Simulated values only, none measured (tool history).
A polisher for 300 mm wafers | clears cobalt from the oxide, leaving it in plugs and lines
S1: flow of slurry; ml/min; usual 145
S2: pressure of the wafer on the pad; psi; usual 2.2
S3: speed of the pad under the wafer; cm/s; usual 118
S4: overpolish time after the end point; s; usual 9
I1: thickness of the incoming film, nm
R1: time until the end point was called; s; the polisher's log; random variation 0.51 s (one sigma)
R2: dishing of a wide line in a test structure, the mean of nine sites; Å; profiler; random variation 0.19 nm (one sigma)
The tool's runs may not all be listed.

run    hour   S1   S2   S3  S4     I1    R1   R2
  1       0  145  1.8  118   9  269.3  46.6  166
       41.1  -- head pressure recalibrated
  2    45.7  145  1.8  118   9    271    47  163
  3   125.5  145  1.8  118   9  268.4  45.9  166
      171.9  -- worn pad replaced by a new one
  4   198.6  145  2.2  118   9  265.4  37.4  169
      231.3  -- slurry nozzle cleaned
  5   377.4  145  2.2  118   9  271.7  38.3  171
  6   463.4  145  2.2  118   9  268.4  37.2  173
      524.2  -- worn pad replaced by a new one
  7     546  145  2.2  142   9  270.3    32  171
      568.1  -- head pressure recalibrated
  8   643.9  145  2.2  142   9  265.6  32.2  171
      648.2  -- slurry nozzle cleaned
  9   743.2  145  2.2  142   9  267.5  30.7  171
      816.6  -- worn pad replaced by a new one
 10     830  145  2.2  118   7  271.4  38.4  166
 11   867.6  145  1.5  118  14  270.7  56.8  171
 12   909.9  100  1.6  106   5  266.7  62.2  128
 13  1017.3  160  1.8  118  12  267.8  46.4  172
     1073.7  -- slurry nozzle cleaned
 14  1115.5  185  2.6  148  14  266.9    24  175
     1123.4  -- worn pad replaced by a new one
     1160.7  -- head pressure recalibrated
 15  1206.5  130  2.2  154   9  271.6  29.1  169
 16  1278.3  120  2.2  118  11  272.5  39.4  170
 17  1333.1  145  2.2  118   9  264.8  36.9  169
 18  1376.8  145  2.2  146   9  273.7  31.1  173
     1452.7  -- worn pad replaced by a new one
 19  1453.5  145  1.5  118  14  266.4  55.2  171
     1523.5  -- slurry nozzle cleaned
 20  1533.6  145  2.2  118   9  272.4  36.7  169
 21  1575.8  185  2.6  134  12  269.1  26.3  174

Forecast each of these 5 alternatives for the next run:
  A  1576.2  145  2.2  118   9  274   ?   ?
  B  1576.2  130  2.2   94   9  274   ?   ?
  C  1576.2  145  2.2   92  13  274   ?   ?
  D  1576.2  145  2.2  118   4  274   ?   ?
  E  1576.2  110  1.4  118  13  274   ?   ?

run    R1   R2
  A  38.1  168
  B  48.5  163
  C  48.9  170
  D  38.1  139
  E    62  166
Without the tool's hidden state the same runs would have given:
run    R1   R2
  A  37.4  168
  B  47.5  164
  C  47.9  170
  D  37.4  141
  E  60.5  167
